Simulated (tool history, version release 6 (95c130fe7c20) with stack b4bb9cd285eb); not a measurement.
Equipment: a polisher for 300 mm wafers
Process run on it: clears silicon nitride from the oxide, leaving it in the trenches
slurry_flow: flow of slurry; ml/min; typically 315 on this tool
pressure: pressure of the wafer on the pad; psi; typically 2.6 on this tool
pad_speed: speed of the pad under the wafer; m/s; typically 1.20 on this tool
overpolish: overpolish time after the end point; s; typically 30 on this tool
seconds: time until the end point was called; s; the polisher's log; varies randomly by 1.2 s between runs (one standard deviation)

run	hour	slurry_flow	pressure	pad_speed	overpolish	incoming thickness of the incoming film, nm	seconds
1	0.0	315	2.9	0.96	30	119.7	122.6
2	51.1	315	2.6	1.20	30	119.8	110.8
# hour 202.1: worn pad replaced by a new one
3	263.5	315	2.6	1.20	30	120.5	105.4
4	329.4	365	2.6	1.50	30	120.1	82.3
5	367.8	365	2.6	1.50	30	120.7	84.5
6	439.1	365	2.6	1.50	30	120.5	85.2
# hour 470.2: slurry nozzle cleaned
7	481.4	315	2.6	1.20	30	118.4	108.5
8	551.8	315	2.6	1.20	30	118.0	105.7
9	620.6	315	2.6	1.20	30	121.6	113.7
10	648.5	400	2.3	1.20	30	118.5	126.2
# hour 663.5: head pressure recalibrated
11	678.0	315	2.6	1.20	30	119.9	117.3
12	717.9	315	3.2	1.20	20	121.6	97.8
13	757.5	420	3.0	1.20	23	121.0	102.9
# hour 791.7: worn pad replaced by a new one
14	794.7	315	2.6	1.20	30	118.0	101.7
15	925.6	270	2.6	1.04	30	120.7	126.6
16	962.7	215	1.8	0.86	45	119.8	226.1
17	1027.9	315	2.6	1.20	30	118.9	104.5
18	1066.0	225	2.1	1.36	14	121.1	122.7
19	1137.1	315	2.6	1.20	30	120.4	107.5
20	1181.1	265	2.6	1.20	22	119.9	112.8
21	1205.3	285	2.6	1.20	17	119.6	112.6
# hour 1232.0: slurry nozzle cleaned
22	1238.3	280	3.4	1.20	30	120.7	87.2
23	1269.4	360	3.4	1.20	30	121.5	88.4
# hour 1327.5: worn pad replaced by a new one
24	1333.4	345	2.3	1.02	47	119.5	138.0
25	1369.9	235	2.6	0.98	45	117.9	129.6
# hour 1372.7: head pressure recalibrated
26	1430.3	315	1.8	1.62	41	121.1	113.8
27	1573.0	315	2.6	1.20	30	121.2	109.5
28	1631.9	315	3.4	0.94	30	120.7	107.8
29	1689.4	315	3.0	1.62	30	120.8	71.8
30	1721.3	315	2.1	1.20	16	120.5	141.0
31	1750.0	315	2.6	1.20	17	121.2	115.3
32	1800.7	315	3.5	0.98	18	119.1	105.1

Expected results for the next run?
33	1842.2	315	2.6	1.58	30	120.6	?

seconds: 88.8 s
With the hidden condition absent and the run-to-run variation left alone, this run would have shown seconds 77.7 s.

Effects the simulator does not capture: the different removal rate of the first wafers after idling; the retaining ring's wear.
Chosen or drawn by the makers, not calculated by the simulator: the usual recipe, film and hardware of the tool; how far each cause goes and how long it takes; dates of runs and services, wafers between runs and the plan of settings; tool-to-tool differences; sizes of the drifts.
